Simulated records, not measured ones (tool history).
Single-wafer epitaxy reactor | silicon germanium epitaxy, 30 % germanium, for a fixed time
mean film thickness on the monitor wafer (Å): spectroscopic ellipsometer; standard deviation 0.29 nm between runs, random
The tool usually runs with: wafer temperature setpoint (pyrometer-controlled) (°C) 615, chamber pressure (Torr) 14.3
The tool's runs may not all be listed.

| run | hour | wafer temperature setpoint (pyrometer-controlled) (°C) | chamber pressure (Torr) | wafers since the last listed run | hours since the last pyrometer calibration | hours since the last manometer calibration | hours since the showerhead was replaced | hours since the gauge calibration | read-back reference wafer on the same gauge, thickness_nm | mean film thickness on the monitor wafer (Å) |
|---|---|---|---|---|---|---|---|---|---|---|
| 1 | 0.0 | 615 | 14.3 | 0 | 1715.0 | 989.4 | 7937.2 | 114.0 | 73.351 | 687.45 |
| 2 | 27.4 | 615 | 14.3 | 693 | 1742.4 | 1016.8 | 7964.6 | 141.4 | 73.354 | 685.29 |
| 3 | 49.3 | 615 | 14.3 | 553 | 1764.3 | 1038.7 | 7986.5 | 163.3 | 73.257 | 682.95 |
| 4 | 109.4 | 615 | 14.3 | 1520 | 1824.4 | 1098.8 | 8046.6 | 223.4 | 73.118 | 684.66 |
| 5 | 143.1 | 615 | 15.9 | 852 | 1858.1 | 1132.5 | 8080.3 | 257.1 | 73.064 | 721.10 |
| 6 | 158.0 | 615 | 15.9 | 376 | 1873.0 | 1147.4 | 8095.2 | 272.0 | 73.010 | 723.86 |
|  | 195.2 | pyrometer calibrated |
| 7 | 195.7 | 615 | 15.9 | 751 | 0.5 | 1185.1 | 8132.9 | 309.7 | 72.939 | 724.42 |
| 8 | 203.9 | 615 | 11.6 | 207 | 8.7 | 1193.3 | 8141.1 | 317.9 | 72.885 | 605.69 |
|  | 221.9 | gauge calibrated |
| 9 | 231.6 | 615 | 15.3 | 700 | 36.4 | 1221.0 | 8168.8 | 9.7 | 73.875 | 714.73 |
| 10 | 263.1 | 604 | 13.3 | 796 | 67.9 | 1252.5 | 8200.3 | 41.2 | 73.737 | 543.35 |
|  | 279.3 | capacitance manometer re-zeroed and calibrated |
| 11 | 298.7 | 615 | 14.3 | 698 | 103.5 | 19.4 | 8235.9 | 76.8 | 73.680 | 685.78 |
| 12 | 330.1 | 615 | 14.3 | 794 | 134.9 | 50.8 | 8267.3 | 108.2 | 73.511 | 686.42 |
|  | 342.6 | showerhead replaced |
| 13 | 348.1 | 622 | 11.6 | 252 | 152.9 | 68.8 | 5.5 | 126.2 | 73.516 | 695.11 |
| 14 | 361.7 | 623 | 13.1 | 344 | 166.5 | 82.4 | 19.1 | 139.8 | 73.358 | 757.84 |
| 15 | 388.2 | 600 | 14.3 | 670 | 193.0 | 108.9 | 45.6 | 166.3 | 73.376 | 522.20 |
| 16 | 419.9 | 601 | 10.8 | 801 | 224.7 | 140.6 | 77.3 | 198.0 | 73.263 | 448.51 |
| 17 | 437.8 | 628 | 16.9 | 452 | 242.6 | 158.5 | 95.2 | 215.9 | 73.219 | 944.05 |

Entry by entry between the runs, the difference in hidden state between the last listed run before and the first listed run after:
Runs 6 to 7: pyrometer calibrated (hour 195.2)
  gauge reads high (%): -0.942 -> -1.09
  the result without the hidden state subtracted from the measured one, mean film thickness on the monitor wafer (Å): -6.88 -> -8.00
Runs 8 to 9: gauge calibrated (hour 221.9)
  gauge reads high (%): -1.13 -> 0.218
  the result without the hidden state subtracted from the measured one, mean film thickness on the monitor wafer (Å): -6.89 -> +1.55
Runs 10 to 11: capacitance manometer re-zeroed and calibrated (hour 279.3)
  gauge reads high (%): 0.0919 -> -0.0505
  the result without the hidden state subtracted from the measured one, mean film thickness on the monitor wafer (Å): +0.50 -> -0.34
Runs 12 to 13: showerhead replaced (hour 342.6)
  gauge reads high (%): -0.176 -> -0.248
  the result without the hidden state subtracted from the measured one, mean film thickness on the monitor wafer (Å): -1.21 -> -1.73
